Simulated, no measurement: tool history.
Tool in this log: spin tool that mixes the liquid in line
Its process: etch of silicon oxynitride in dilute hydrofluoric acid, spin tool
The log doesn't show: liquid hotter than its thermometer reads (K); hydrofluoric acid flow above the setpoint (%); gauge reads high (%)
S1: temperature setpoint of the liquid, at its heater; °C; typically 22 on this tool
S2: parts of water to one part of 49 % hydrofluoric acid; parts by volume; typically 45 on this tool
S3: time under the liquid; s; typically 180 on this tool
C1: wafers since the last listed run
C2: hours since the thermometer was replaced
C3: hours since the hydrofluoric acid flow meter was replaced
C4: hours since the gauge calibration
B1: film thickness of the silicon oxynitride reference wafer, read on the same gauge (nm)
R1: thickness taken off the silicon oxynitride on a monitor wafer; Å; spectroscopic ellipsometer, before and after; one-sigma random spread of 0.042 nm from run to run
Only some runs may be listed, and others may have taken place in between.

run 1 day=0 | S1=22 S2=45 S3=180 | C1=0 C2=1404.4 C3=154.5 C4=797.6 | B1=29.98 | R1=73.9
run 2 day=3.421 | S1=22 S2=45 S3=180 | C1=769 C2=1486.5 C3=236.6 C4=879.7 | B1=29.95 | R1=74.8
run 3 day=4.975 | S1=22 S2=45 S3=180 | C1=349 C2=1523.8 C3=273.9 C4=917 | B1=30.02 | R1=75.5
run 4 day=6.725 | S1=22 S2=45 S3=180 | C1=393 C2=1565.8 C3=315.9 C4=959 | B1=29.99 | R1=75.6
run 5 day=10.146 | S1=22 S2=45 S3=180 | C1=769 C2=1647.9 C3=398 C4=1041.1 | B1=29.98 | R1=75.9
run 6 day=13.125 | S1=22 S2=60 S3=230 | C1=670 C2=1719.4 C3=469.5 C4=1112.6 | B1=30.02 | R1=72.7
-- day=14.362 hydrofluoric acid flow meter replaced
-- day=14.379 thermometer replaced
run 7 day=16.017 | S1=22 S2=60 S3=230 | C1=637 C2=39.3 C3=39.7 C4=1182 | B1=30.01 | R1=69
run 8 day=18.417 | S1=22 S2=60 S3=230 | C1=540 C2=96.9 C3=97.3 C4=1239.6 | B1=30 | R1=69.1
run 9 day=21.483 | S1=22 S2=45 S3=180 | C1=690 C2=170.5 C3=170.9 C4=1313.2 | B1=30 | R1=74.2
run 10 day=23.396 | S1=22 S2=45 S3=180 | C1=430 C2=216.4 C3=216.8 C4=1359.1 | B1=29.97 | R1=74.9
run 11 day=25.971 | S1=22 S2=45 S3=180 | C1=579 C2=278.2 C3=278.6 C4=1420.9 | B1=29.97 | R1=74.7
run 12 day=30.229 | S1=22 S2=45 S3=180 | C1=958 C2=380.4 C3=380.8 C4=1523.1 | B1=29.99 | R1=76.5
run 13 day=34.825 | S1=19 S2=60 S3=180 | C1=1034 C2=490.7 C3=491.1 C4=1633.4 | B1=29.98 | R1=48.7
run 14 day=37.429 | S1=19 S2=60 S3=180 | C1=585 C2=553.2 C3=553.6 C4=1695.9 | B1=30.01 | R1=49.3
-- day=38.062 hydrofluoric acid flow meter replaced
run 15 day=50.917 | S1=27 S2=50 S3=265 | C1=3025 C2=876.9 C3=308.5 C4=2019.6 | B1=29.97 | R1=139.8
-- day=51.796 gauge calibrated
run 16 day=53.367 | S1=19.5 S2=45 S3=180 | C1=551 C2=935.7 C3=367.3 C4=37.7 | B1=29.99 | R1=73.7
run 17 day=55.825 | S1=26 S2=40 S3=270 | C1=553 C2=994.7 C3=426.3 C4=96.7 | B1=29.98 | R1=171.8
-- day=57.904 hydrofluoric acid flow meter replaced, repeated, since the last time left the tool worse
run 18 day=59.508 | S1=22 S2=65 S3=180 | C1=819 C2=1083.1 C3=38.5 C4=185.1 | B1=30 | R1=49.7
run 19 day=63.4 | S1=18 S2=60 S3=180 | C1=875 C2=1176.5 C3=131.9 C4=278.5 | B1=29.97 | R1=44.9
run 20 day=66.908 | S1=22 S2=45 S3=140 | C1=789 C2=1260.7 C3=216.1 C4=362.7 | B1=30.03 | R1=57.1
run 21 day=69.996 | S1=17.5 S2=35 S3=80 | C1=694 C2=1334.8 C3=290.2 C4=436.8 | B1=29.99 | R1=34.2
run 22 day=74.4 | S1=22 S2=45 S3=180 | C1=991 C2=1440.5 C3=395.9 C4=542.5 | B1=29.99 | R1=76
run 23 day=76.254 | S1=22 S2=45 S3=180 | C1=417 C2=1485 C3=440.4 C4=587 | B1=29.99 | R1=77
run 24 day=79.233 | S1=26.5 S2=55 S3=85 | C1=670 C2=1556.5 C3=511.9 C4=658.5 | B1=29.95 | R1=36.7
-- day=82.125 thermometer replaced
run 25 day=83.467 | S1=22 S2=60 S3=230 | C1=943 C2=32.2 C3=613.5 C4=760.1 | B1=30.01 | R1=74.2
-- day=84.012 hydrofluoric acid flow meter replaced
run 26 day=96.688 | S1=22 S2=45 S3=180 | C1=2965 C2=349.5 C3=304.2 C4=1077.4 | B1=29.97 | R1=74.7
run 27 day=101 | S1=22 S2=45 S3=180 | C1=970 C2=453 C3=407.7 C4=1180.9 | B1=29.99 | R1=75.6
run 28 day=103.738 | S1=22 S2=45 S3=220 | C1=615 C2=518.7 C3=473.4 C4=1246.6 | B1=30.03 | R1=93.5
run 29 day=108.088 | S1=22 S2=45 S3=95 | C1=978 C2=623.1 C3=577.8 C4=1351 | B1=30.02 | R1=40.7

Consider 5 possible next runs. They are alternatives, not a sequence: every one starts from the tool as it was left by run 29. What does each give?
run A day=108.108 | S1=22 S2=45 S3=180 | C1=4 C2=623.6 C3=578.3 C4=1351.5 | B1=? | R1=?
run B day=108.108 | S1=25 S2=45 S3=180 | C1=4 C2=623.6 C3=578.3 C4=1351.5 | B1=? | R1=?
run C day=108.108 | S1=23.5 S2=35 S3=285 | C1=4 C2=623.6 C3=578.3 C4=1351.5 | B1=? | R1=?
run D day=108.108 | S1=25.5 S2=40 S3=235 | C1=4 C2=623.6 C3=578.3 C4=1351.5 | B1=? | R1=?
run E day=108.108 | S1=18.5 S2=40 S3=135 | C1=4 C2=623.6 C3=578.3 C4=1351.5 | B1=? | R1=?

run=A B1=30.01 R1=77
run=B B1=30.01 R1=89.3
run=C B1=30.01 R1=170
run=D B1=30.01 R1=134.8
run=E B1=30.01 R1=54.6
Take away the tool's hidden state, keep each run's random variation, and the runs would have read:
run=A R1=72.6
run=B R1=84.1
run=C R1=160.3
run=D R1=127.1
run=E R1=51.5

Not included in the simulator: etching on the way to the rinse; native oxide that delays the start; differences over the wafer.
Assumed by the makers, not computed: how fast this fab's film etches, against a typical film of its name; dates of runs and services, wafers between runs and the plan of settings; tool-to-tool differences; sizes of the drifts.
